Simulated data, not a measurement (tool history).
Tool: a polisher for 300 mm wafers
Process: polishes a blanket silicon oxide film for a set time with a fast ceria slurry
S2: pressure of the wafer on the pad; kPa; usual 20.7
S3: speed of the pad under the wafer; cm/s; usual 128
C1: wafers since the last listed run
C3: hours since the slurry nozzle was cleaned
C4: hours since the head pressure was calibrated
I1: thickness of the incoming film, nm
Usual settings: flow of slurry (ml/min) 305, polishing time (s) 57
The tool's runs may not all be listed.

Run 1, hour 0.0: usual settings but flow of slurry (ml/min) 380, S3 160 cm/s; C1 0; wafers polished on this pad 1025; C3 535.4; C4 857.3; I1 3493.5. Result: film removed (nm) 1511.5.
Run 2, hour 14.8: usual settings but S2 18.6 kPa; C1 213; wafers polished on this pad 1238; C3 550.2; C4 872.1; I1 3388.0. Result: film removed (nm) 1088.2.
Run 3, hour 25.7: usual settings but S3 100 cm/s; C1 156; wafers polished on this pad 1395; C3 561.1; C4 883.0; I1 3515.7. Result: film removed (nm) 940.2.
Run 4, hour 31.8: usual settings but S3 100 cm/s; C1 87; wafers polished on this pad 1483; C3 567.2; C4 889.1; I1 3406.1. Result: film removed (nm) 911.8.
Run 5, hour 48.4: usual settings but S3 96 cm/s; C1 238; wafers polished on this pad 1722; C3 583.8; C4 905.7; I1 3509.0. Result: film removed (nm) 873.6.
Run 6, hour 60.2: usual settings but flow of slurry (ml/min) 285, S2 23.4 kPa; C1 169; wafers polished on this pad 1892; C3 595.6; C4 917.5; I1 3482.7. Result: film removed (nm) 1339.4.
At hour 66.5: worn pad replaced by a new one.
Run 7, hour 68.9: usual settings but flow of slurry (ml/min) 285, S2 23.4 kPa; C1 67; wafers polished on this pad 34; C3 604.3; C4 926.2; I1 3470.7. Result: film removed (nm) 1327.7.
Run 8, hour 78.3: usual settings but flow of slurry (ml/min) 285, S2 23.4 kPa; C1 135; wafers polished on this pad 169; C3 613.7; C4 935.6; I1 3404.0. Result: film removed (nm) 1323.5.
Run 9, hour 87.9: usual settings but S2 24.1 kPa; C1 138; wafers polished on this pad 307; C3 623.3; C4 945.2; I1 3484.2. Result: film removed (nm) 1354.0.
Run 10, hour 101.3: usual settings but S2 24.1 kPa; C1 192; wafers polished on this pad 500; C3 636.7; C4 958.6; I1 3445.2. Result: film removed (nm) 1353.2.
At hour 134.5: head pressure recalibrated.
Run 11, hour 152.7: usual settings but S2 24.1 kPa; C1 710; wafers polished on this pad 1211; C3 688.1; C4 18.2; I1 3478.2. Result: film removed (nm) 1423.6.
At hour 160.2: slurry nozzle cleaned.
Run 12, hour 168.9: usual settings; C1 218; wafers polished on this pad 1430; C3 8.7; C4 34.4; I1 3435.1. Result: film removed (nm) 1218.4.
At hour 178.9: worn pad replaced by a new one.
Run 13, hour 182.8: usual settings; C1 142; wafers polished on this pad 56; C3 22.6; C4 48.3; I1 3469.0. Result: film removed (nm) 1228.1.
Run 14, hour 199.9: usual settings; C1 246; wafers polished on this pad 302; C3 39.7; C4 65.4; I1 3455.1. Result: film removed (nm) 1227.9.
Run 15, hour 213.4: usual settings but flow of slurry (ml/min) 375, S2 17.9 kPa, S3 116 cm/s, polishing time (s) 67; C1 194; wafers polished on this pad 497; C3 53.2; C4 78.9; I1 3461.2. Result: film removed (nm) 1135.0.
Run 16, hour 226.1: usual settings but S3 98 cm/s, polishing time (s) 38; C1 182; wafers polished on this pad 679; C3 65.9; C4 91.6; I1 3433.3. Result: film removed (nm) 626.6.
Run 17, hour 241.8: usual settings; C1 225; wafers polished on this pad 905; C3 81.6; C4 107.3; I1 3429.9. Result: film removed (nm) 1235.4.
Run 18, hour 266.7: usual settings but S2 17.2 kPa; C1 358; wafers polished on this pad 1264; C3 106.5; C4 132.2; I1 3465.1. Result: film removed (nm) 1023.0.
Run 19, hour 281.5: usual settings but S2 26.9 kPa; C1 213; wafers polished on this pad 1477; C3 121.3; C4 147.0; I1 3461.8. Result: film removed (nm) 1592.4.
At hour 312.2: worn pad replaced by a new one.
Run 20, hour 313.7: usual settings but S3 150 cm/s; C1 405; wafers polished on this pad 22; C3 153.5; C4 179.2; I1 3466.6. Result: film removed (nm) 1448.8.
Run 21, hour 324.5: usual settings but flow of slurry (ml/min) 380, S2 25.5 kPa, S3 114 cm/s, polishing time (s) 72; C1 155; wafers polished on this pad 177; C3 164.3; C4 190.0; I1 3439.5. Result: film removed (nm) 1724.6.
Run 22, hour 333.1: usual settings; C1 123; wafers polished on this pad 301; C3 172.9; C4 198.6; I1 3509.9. Result: film removed (nm) 1203.8.
Run 23, hour 345.6: usual settings; C1 179; wafers polished on this pad 481; C3 185.4; C4 211.1; I1 3414.3. Result: film removed (nm) 1209.0.
Run 24, hour 360.9: usual settings but S2 14.5 kPa, polishing time (s) 50; C1 220; wafers polished on this pad 701; C3 200.7; C4 226.4; I1 3502.0. Result: film removed (nm) 758.2.
Run 25, hour 368.3: usual settings but S2 16.5 kPa; C1 106; wafers polished on this pad 808; C3 208.1; C4 233.8; I1 3450.8. Result: film removed (nm) 992.9.
Run 26, hour 382.8: usual settings but flow of slurry (ml/min) 405, S3 168 cm/s, polishing time (s) 49; C1 208; wafers polished on this pad 1016; C3 222.6; C4 248.3; I1 3442.7. Result: film removed (nm) 1386.4.
Run 27, hour 397.1: usual settings but flow of slurry (ml/min) 335, S3 158 cm/s; C1 205; wafers polished on this pad 1222; C3 236.9; C4 262.6; I1 3492.0. Result: film removed (nm) 1523.4.
Run 28, hour 405.8: usual settings; C1 125; wafers polished on this pad 1347; C3 245.6; C4 271.3; I1 3415.8. Result: film removed (nm) 1223.7.
Run 29, hour 418.7: usual settings; C1 185; wafers polished on this pad 1533; C3 258.5; C4 284.2; I1 3455.8. Result: film removed (nm) 1223.7.
Run 30, hour 428.0: usual settings but S3 140 cm/s; C1 133; wafers polished on this pad 1667; C3 267.8; C4 293.5; I1 3450.3. Result: film removed (nm) 1339.1.
Run 31, hour 445.8: usual settings but flow of slurry (ml/min) 200, S3 158 cm/s, polishing time (s) 44; C1 256; wafers polished on this pad 1923; C3 285.6; C4 311.3; I1 3443.4. Result: film removed (nm) 1128.2.
At hour 455.1: worn pad replaced by a new one.
Run 32, hour 455.6: usual settings but S2 14.5 kPa; C1 83; wafers polished on this pad 7; C3 295.4; C4 321.1; I1 3455.2. Result: film removed (nm) 869.7.
Run 33, hour 467.4: usual settings but S3 140 cm/s; C1 169; wafers polished on this pad 177; C3 307.2; C4 332.9; I1 3456.6. Result: film removed (nm) 1336.2.
Run 34, hour 475.1: usual settings; C1 110; wafers polished on this pad 287; C3 314.9; C4 340.6; I1 3481.2. Result: film removed (nm) 1212.5.
Run 35, hour 485.6: usual settings but S2 14.5 kPa, S3 154 cm/s; C1 151; wafers polished on this pad 439; C3 325.4; C4 351.1; I1 3454.4. Result: film removed (nm) 1025.1.
Run 36, hour 491.8: usual settings but S3 144 cm/s; C1 89; wafers polished on this pad 528; C3 331.6; C4 357.3; I1 3442.8. Result: film removed (nm) 1354.6.
Run 37, hour 501.3: usual settings but S2 14.5 kPa, S3 154 cm/s; C1 136; wafers polished on this pad 665; C3 341.1; C4 366.8; I1 3486.1. Result: film removed (nm) 1014.3.
Run 38, hour 518.0: usual settings but S3 162 cm/s; C1 240; wafers polished on this pad 905; C3 357.8; C4 383.5; I1 3472.3. Result: film removed (nm) 1533.2.

Forecast each of these 3 alternatives for the next run:
Run A, hour 518.4: usual settings; C1 5; wafers polished on this pad 911; C3 358.2; C4 383.9; I1 3494.4. Result: film removed (nm) ?.
Run B, hour 518.4: usual settings but S2 17.2 kPa, polishing time (s) 43; C1 5; wafers polished on this pad 911; C3 358.2; C4 383.9; I1 3494.4. Result: film removed (nm) ?.
Run C, hour 518.4: usual settings but flow of slurry (ml/min) 405, polishing time (s) 75; C1 5; wafers polished on this pad 911; C3 358.2; C4 383.9; I1 3494.4. Result: film removed (nm) ?.

run  film removed (nm)
  A             1197.5
  B              752.8
  C             1601.0
Without the tool's hidden state the same runs would have given:
run  film removed (nm)
  A             1252.8
  B              787.6
  C             1674.9
